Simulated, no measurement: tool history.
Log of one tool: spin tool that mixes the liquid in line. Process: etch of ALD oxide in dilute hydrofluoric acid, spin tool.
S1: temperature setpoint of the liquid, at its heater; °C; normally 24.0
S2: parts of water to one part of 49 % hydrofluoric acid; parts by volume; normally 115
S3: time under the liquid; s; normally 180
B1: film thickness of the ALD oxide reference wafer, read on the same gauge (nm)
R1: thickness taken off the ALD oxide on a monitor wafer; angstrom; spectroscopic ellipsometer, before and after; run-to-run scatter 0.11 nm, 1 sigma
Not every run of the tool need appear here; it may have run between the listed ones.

run	hour	S1	S2	S3	B1	R1
1	0.0	24.0	115	180	119.96	142.8
# hour 6.6: gauge calibrated
2	96.8	24.0	115	180	119.98	140.3
3	142.6	24.0	115	180	119.99	138.6
4	230.4	24.0	115	180	120.01	136.1
5	291.3	24.0	115	180	119.97	137.6
# hour 333.0: thermometer replaced
6	444.2	24.0	115	180	119.99	144.4
7	515.0	24.0	115	125	119.98	99.3
8	671.6	24.0	115	125	120.03	95.6
# hour 678.2: gauge calibrated
9	718.6	24.0	115	180	120.01	138.0
10	760.1	26.5	150	260	119.98	159.5
# hour 780.0: hydrofluoric acid flow meter replaced
11	824.5	20.0	155	105	120.05	50.0
12	880.6	21.0	115	215	119.99	148.0
13	916.9	29.0	115	180	119.99	169.0
# hour 962.8: thermometer replaced
14	971.3	24.0	115	180	119.98	149.1
15	1036.3	22.0	145	245	120.00	144.3
16	1099.7	24.0	115	180	120.00	145.7

Results for each run, recomputed without the tool's hidden state and with each run's random variation untouched:
Hidden conditions of the tool in this case: liquid colder than its thermometer reads (K); hydrofluoric acid flow below the setpoint (%); gauge reads high (%).
run	R1
1	151.7
2	151.7
3	151.1
4	150.7
5	154.0
6	152.8
7	106.4
8	105.3
9	153.3
10	178.3
11	54.1
12	161.9
13	184.8
14	152.2
15	148.9
16	152.0

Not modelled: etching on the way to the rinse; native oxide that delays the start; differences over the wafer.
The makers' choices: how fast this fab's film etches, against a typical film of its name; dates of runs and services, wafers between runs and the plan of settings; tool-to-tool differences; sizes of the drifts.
